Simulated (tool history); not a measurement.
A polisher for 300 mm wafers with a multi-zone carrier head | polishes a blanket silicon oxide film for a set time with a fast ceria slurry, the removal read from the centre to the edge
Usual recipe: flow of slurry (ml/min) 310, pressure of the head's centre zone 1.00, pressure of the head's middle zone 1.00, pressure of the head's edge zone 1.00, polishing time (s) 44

| run | day | flow of slurry (ml/min) | pressure of the head's centre zone | pressure of the head's middle zone | pressure of the head's edge zone | polishing time (s) | incoming thickness of the incoming film, nm | film removed at the wafer's centre (nm) | film removed at mid-radius (nm) | film removed at the wafer's edge (nm) |
|---|---|---|---|---|---|---|---|---|---|---|
| 1 | 0.000 | 310 | 1.00 | 1.00 | 1.00 | 44 | 1824.6 | 438.6 | 440.2 | 431.0 |
| 2 | 0.608 | 310 | 1.00 | 1.00 | 1.00 | 44 | 1833.3 | 440.7 | 438.1 | 418.3 |
| 3 | 2.108 | 310 | 1.00 | 0.91 | 1.00 | 44 | 1804.4 | 415.4 | 395.3 | 415.0 |
| 4 | 3.483 | 235 | 1.00 | 1.00 | 1.00 | 44 | 1830.1 | 389.6 | 393.8 | 395.6 |
|  | 3.662 | worn pad replaced by a new one |
|  | 4.217 | carrier head's membrane replaced by a new one |
| 5 | 4.238 | 310 | 1.00 | 1.06 | 1.00 | 44 | 1848.7 | 434.5 | 462.6 | 432.4 |
| 6 | 5.300 | 310 | 1.00 | 1.00 | 1.00 | 57 | 1834.1 | 553.9 | 574.6 | 556.1 |
| 7 | 6.708 | 230 | 1.00 | 1.00 | 1.00 | 44 | 1821.8 | 393.2 | 402.9 | 404.2 |
| 8 | 7.425 | 310 | 1.00 | 1.00 | 1.00 | 44 | 1849.0 | 413.8 | 422.9 | 414.5 |
|  | 7.925 | slurry nozzle cleaned |
| 9 | 8.546 | 310 | 1.00 | 1.00 | 1.00 | 44 | 1844.0 | 441.2 | 449.5 | 434.3 |
| 10 | 10.017 | 310 | 1.00 | 1.00 | 0.91 | 30 | 1835.9 | 298.2 | 305.7 | 282.8 |
| 11 | 11.362 | 310 | 1.00 | 1.00 | 1.00 | 50 | 1798.3 | 489.4 | 497.7 | 481.7 |
| 12 | 11.904 | 310 | 1.03 | 0.96 | 1.00 | 44 | 1816.7 | 443.9 | 415.7 | 415.5 |
| 13 | 13.192 | 380 | 1.11 | 1.00 | 0.90 | 44 | 1834.3 | 471.2 | 432.3 | 400.7 |
| 14 | 14.542 | 310 | 1.00 | 1.00 | 1.11 | 44 | 1817.9 | 408.6 | 416.0 | 427.6 |
| 15 | 15.100 | 250 | 0.97 | 1.00 | 1.00 | 44 | 1825.3 | 373.7 | 395.7 | 391.5 |
|  | 15.596 | worn pad replaced by a new one |
| 16 | 16.279 | 310 | 0.96 | 1.08 | 0.93 | 44 | 1834.4 | 419.1 | 475.4 | 409.5 |
| 17 | 17.092 | 310 | 1.00 | 1.00 | 1.00 | 44 | 1818.9 | 432.5 | 439.5 | 428.3 |
| 18 | 18.312 | 310 | 1.00 | 1.00 | 1.00 | 44 | 1810.9 | 415.9 | 434.6 | 422.0 |
|  | 19.896 | slurry nozzle cleaned |
| 19 | 22.675 | 310 | 1.00 | 1.00 | 0.91 | 44 | 1843.4 | 425.5 | 441.1 | 406.0 |

What will run 20 give?
| 20 | 23.204 | 410 | 0.92 | 1.07 | 1.00 | 44 | 1866.3 | ? | ? | ? |

{"run 20": {"film removed at the wafer's centre (nm)": 401.1, "film removed at mid-radius (nm)": 478.3, "film removed at the wafer's edge (nm)": 425.5}}
Were there no unlogged condition in the tool, this run, its random variation unchanged, would have produced film removed at the wafer's centre (nm) 421.6, film removed at mid-radius (nm) 502.5, film removed at the wafer's edge (nm) 446.7.
